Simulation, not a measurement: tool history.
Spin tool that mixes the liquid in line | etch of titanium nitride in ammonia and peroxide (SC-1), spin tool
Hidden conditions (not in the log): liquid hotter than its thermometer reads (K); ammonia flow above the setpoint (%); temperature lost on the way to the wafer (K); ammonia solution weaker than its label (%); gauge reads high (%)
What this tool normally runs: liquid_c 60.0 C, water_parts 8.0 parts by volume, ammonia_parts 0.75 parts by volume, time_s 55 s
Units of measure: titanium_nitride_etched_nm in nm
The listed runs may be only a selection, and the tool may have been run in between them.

| run | hour | liquid_c | water_parts | ammonia_parts | time_s | wafers since the last listed run | hours since the thermometer was replaced | hours since the ammonia flow meter was replaced | hours since the heated supply line was repaired | hours since the drum of ammonia solution was connected | hours since the gauge calibration | read-back film thickness of the titanium nitride reference wafer, read on the same gauge (nm) | titanium_nitride_etched_nm |
|---|---|---|---|---|---|---|---|---|---|---|---|---|---|
| 1 | 0.0 | 60.0 | 8.0 | 0.75 | 70 | 0 | 1554.6 | 1201.7 | 2126.8 | 908.6 | 519.8 | 149.99 | 9.37 |
|  | 70.8 | new drum of ammonia solution connected |
| 2 | 79.4 | 60.0 | 8.0 | 0.75 | 55 | 744 | 1634.0 | 1281.1 | 2206.2 | 8.6 | 599.2 | 150.01 | 7.37 |
| 3 | 135.1 | 60.0 | 8.0 | 0.75 | 55 | 528 | 1689.7 | 1336.8 | 2261.9 | 64.3 | 654.9 | 150.01 | 7.35 |
| 4 | 172.7 | 60.0 | 8.0 | 0.75 | 55 | 356 | 1727.3 | 1374.4 | 2299.5 | 101.9 | 692.5 | 150.01 | 7.39 |
| 5 | 242.4 | 60.0 | 8.0 | 0.50 | 55 | 661 | 1797.0 | 1444.1 | 2369.2 | 171.6 | 762.2 | 149.97 | 6.94 |
| 6 | 312.6 | 60.0 | 8.0 | 0.50 | 55 | 666 | 1867.2 | 1514.3 | 2439.4 | 241.8 | 832.4 | 150.01 | 6.93 |
| 7 | 406.2 | 60.0 | 8.0 | 0.50 | 55 | 888 | 1960.8 | 1607.9 | 2533.0 | 335.4 | 926.0 | 149.99 | 6.99 |
|  | 546.6 | thermometer replaced |
| 8 | 587.6 | 57.0 | 8.0 | 0.75 | 55 | 1712 | 41.0 | 1789.3 | 2714.4 | 516.8 | 1107.4 | 149.99 | 6.10 |
|  | 667.1 | gauge calibrated |
|  | 678.2 | heated supply line repaired |
| 9 | 738.7 | 57.0 | 8.0 | 0.75 | 55 | 1424 | 192.1 | 1940.4 | 60.5 | 667.9 | 71.6 | 150.00 | 6.08 |
| 10 | 819.6 | 60.0 | 8.0 | 0.75 | 55 | 767 | 273.0 | 2021.3 | 141.4 | 748.8 | 152.5 | 150.01 | 7.39 |
| 11 | 878.7 | 55.5 | 11.0 | 1.15 | 25 | 560 | 332.1 | 2080.4 | 200.5 | 807.9 | 211.6 | 150.01 | 2.26 |
| 12 | 974.7 | 60.0 | 8.0 | 0.75 | 55 | 911 | 428.1 | 2176.4 | 296.5 | 903.9 | 307.6 | 149.99 | 7.46 |
|  | 997.1 | ammonia flow meter replaced |
|  | 1039.5 | new drum of ammonia solution connected |
| 13 | 1072.9 | 55.5 | 10.5 | 0.95 | 55 | 913 | 526.3 | 75.8 | 394.7 | 33.4 | 405.8 | 149.98 | 4.91 |
| 14 | 1132.3 | 60.0 | 5.5 | 0.75 | 55 | 563 | 585.7 | 135.2 | 454.1 | 92.8 | 465.2 | 150.01 | 8.71 |
| 15 | 1197.6 | 60.0 | 8.0 | 0.75 | 55 | 619 | 651.0 | 200.5 | 519.4 | 158.1 | 530.5 | 150.01 | 7.35 |
| 16 | 1273.4 | 60.0 | 8.0 | 0.50 | 55 | 719 | 726.8 | 276.3 | 595.2 | 233.9 | 606.3 | 149.99 | 6.88 |
| 17 | 1370.6 | 60.0 | 8.0 | 0.75 | 55 | 922 | 824.0 | 373.5 | 692.4 | 331.1 | 703.5 | 149.99 | 7.35 |
| 18 | 1463.6 | 65.5 | 9.5 | 0.90 | 70 | 882 | 917.0 | 466.5 | 785.4 | 424.1 | 796.5 | 149.99 | 12.56 |
| 19 | 1519.7 | 60.0 | 8.0 | 0.40 | 85 | 532 | 973.1 | 522.6 | 841.5 | 480.2 | 852.6 | 150.00 | 10.24 |
| 20 | 1593.8 | 60.0 | 8.0 | 0.75 | 55 | 703 | 1047.2 | 596.7 | 915.6 | 554.3 | 926.7 | 150.00 | 7.34 |
|  | 1674.1 | gauge calibrated |
| 21 | 1689.1 | 53.5 | 8.0 | 0.75 | 35 | 904 | 1142.5 | 692.0 | 1010.9 | 649.6 | 15.0 | 150.00 | 3.03 |
| 22 | 1767.6 | 62.5 | 10.5 | 0.95 | 30 | 745 | 1221.0 | 770.5 | 1089.4 | 728.1 | 93.5 | 150.00 | 4.26 |
| 23 | 1832.5 | 68.5 | 8.0 | 0.60 | 55 | 616 | 1285.9 | 835.4 | 1154.3 | 793.0 | 158.4 | 150.02 | 12.12 |

Run by run, hidden condition taken away, random variation retained:
| run | titanium_nitride_etched_nm |
|---|---|
| 1 | 9.27 |
| 2 | 7.29 |
| 3 | 7.27 |
| 4 | 7.30 |
| 5 | 6.85 |
| 6 | 6.83 |
| 7 | 6.89 |
| 8 | 6.01 |
| 9 | 5.98 |
| 10 | 7.27 |
| 11 | 2.22 |
| 12 | 7.33 |
| 13 | 4.90 |
| 14 | 8.69 |
| 15 | 7.33 |
| 16 | 6.85 |
| 17 | 7.32 |
| 18 | 12.49 |
| 19 | 10.17 |
| 20 | 7.30 |
| 21 | 3.01 |
| 22 | 4.23 |
| 23 | 12.02 |
